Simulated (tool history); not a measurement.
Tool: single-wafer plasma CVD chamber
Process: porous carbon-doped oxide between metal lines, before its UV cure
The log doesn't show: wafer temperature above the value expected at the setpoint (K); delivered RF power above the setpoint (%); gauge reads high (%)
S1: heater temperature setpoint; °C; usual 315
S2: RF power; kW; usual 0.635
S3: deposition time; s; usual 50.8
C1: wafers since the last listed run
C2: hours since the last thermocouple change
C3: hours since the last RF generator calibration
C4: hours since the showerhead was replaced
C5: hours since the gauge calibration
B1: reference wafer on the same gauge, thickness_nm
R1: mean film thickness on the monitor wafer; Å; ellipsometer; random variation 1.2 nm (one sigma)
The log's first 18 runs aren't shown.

run	hour	S1	S2	S3	C1	C2	C3	C4	C5	B1	R1
19	1831.1	307	0.635	50.8	1497	207.3	1495.0	474.8	676.4	314.345	2877.63
20	1912.8	315	0.635	50.8	1823	289.0	1576.7	556.5	758.1	315.025	2794.01
21	2017.7	303	0.735	46.8	2341	393.9	1681.6	661.4	863.0	315.006	2960.40
22	2112.3	315	0.635	60.2	2111	488.5	1776.2	756.0	957.6	314.677	3299.39
23	2175.0	303	0.735	46.8	1399	551.2	1838.9	818.7	1020.3	315.329	2971.93
24	2217.0	315	0.635	45.5	937	593.2	1880.9	860.7	1062.3	315.470	2482.90
25	2258.4	315	0.635	50.8	923	634.6	1922.3	902.1	1103.7	315.070	2774.53
# hour 2271.8: RF generator calibrated
26	2335.5	315	0.635	57.2	1542	711.7	63.7	979.2	1180.8	314.880	3245.67
27	2431.1	315	0.635	50.8	2133	807.3	159.3	1074.8	1276.4	315.040	2891.89
28	2505.9	315	0.635	50.8	1669	882.1	234.1	1149.6	1351.2	314.675	2899.00
29	2545.5	324	0.520	43.1	883	921.7	273.7	1189.2	1390.8	314.945	2109.12
30	2651.6	315	0.600	41.3	2367	1027.8	379.8	1295.3	1496.9	314.953	2283.71
31	2737.4	315	0.750	53.6	1914	1113.6	465.6	1381.1	1582.7	314.878	3375.89
32	2778.6	305	0.755	41.2	919	1154.8	506.8	1422.3	1623.9	315.093	2754.28
# hour 2838.5: thermocouple changed; heater temperature recalibrated
33	3095.2	324	0.670	50.8	6887	256.7	823.4	1738.9	1940.5	314.652	2816.37
34	3186.7	304	0.635	50.8	2042	348.2	914.9	1830.4	2032.0	315.028	2976.68

Forecast each of these 4 alternatives for the next run:
A	3187.1	315	0.735	50.8	8	348.6	915.3	1830.8	2032.4	?	?
B	3187.1	303	0.635	48.2	8	348.6	915.3	1830.8	2032.4	?	?
C	3187.1	303	0.725	42.7	8	348.6	915.3	1830.8	2032.4	?	?
D	3187.1	329	0.635	54.6	8	348.6	915.3	1830.8	2032.4	?	?

run	B1	R1
A	314.467	3077.94
B	314.467	2839.73
C	314.467	2726.89
D	314.467	2849.32
Without the tool's hidden state the same runs would have given:
run	R1
A	3136.30
B	2894.16
C	2778.26
D	2904.63
